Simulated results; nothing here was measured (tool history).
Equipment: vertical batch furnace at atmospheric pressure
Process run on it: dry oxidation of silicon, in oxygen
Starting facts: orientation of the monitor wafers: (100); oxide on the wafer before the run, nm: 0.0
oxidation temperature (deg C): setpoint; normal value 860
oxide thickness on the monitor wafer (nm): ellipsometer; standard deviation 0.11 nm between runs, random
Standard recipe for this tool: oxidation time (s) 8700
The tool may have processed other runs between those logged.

run	hour	oxidation temperature (deg C)	oxidation time (s)	read-back reference wafer on the same gauge, thickness	oxide thickness on the monitor wafer (nm)
1	0.0	860	7590	16.40	17.75
2	27.5	842	6090	16.40	12.50
3	58.6	860	7740	16.41	17.94
4	87.9	860	8700	16.38	19.56
5	114.0	875	5490	16.41	16.88
6	310.8	875	5490	16.40	16.68
7	355.4	875	5490	16.39	16.82
# hour 412.8: thermocouples replaced and temperature profile calibrated
8	413.3	843	5820	16.40	12.28
9	433.8	843	5820	16.40	12.21
10	477.5	860	7140	16.39	17.03
# hour 501.6: boat lift adjusted
11	523.7	875	5490	16.40	16.93
12	605.8	860	8700	16.40	19.55
13	671.7	860	6720	16.39	16.62
# hour 708.5: gauge calibrated
14	716.1	860	5670	16.39	14.66
15	742.6	839	11610	16.40	18.46
16	778.8	882	4830	16.40	16.87
17	804.7	860	5310	16.40	13.96
18	849.7	851	8700	16.40	17.77
19	875.0	869	11100	16.41	25.22
20	902.2	878	8700	16.42	23.27

Below are 5 alternative next runs, each starting from the tool's condition after run 20. Predict each:
A	907.7	876	8700	?	?
B	907.7	844	8700	?	?
C	907.7	849	6120	?	?
D	907.7	860	5880	?	?
E	907.7	843	10590	?	?

run	read-back reference wafer on the same gauge, thickness	oxide thickness on the monitor wafer (nm)
A	16.39	23.11
B	16.39	16.28
C	16.39	13.60
D	16.39	15.00
E	16.39	18.33
With no hidden state in the tool, these same runs would have given:
run	oxide thickness on the monitor wafer (nm)
A	23.11
B	16.28
C	13.60
D	15.00
E	18.33
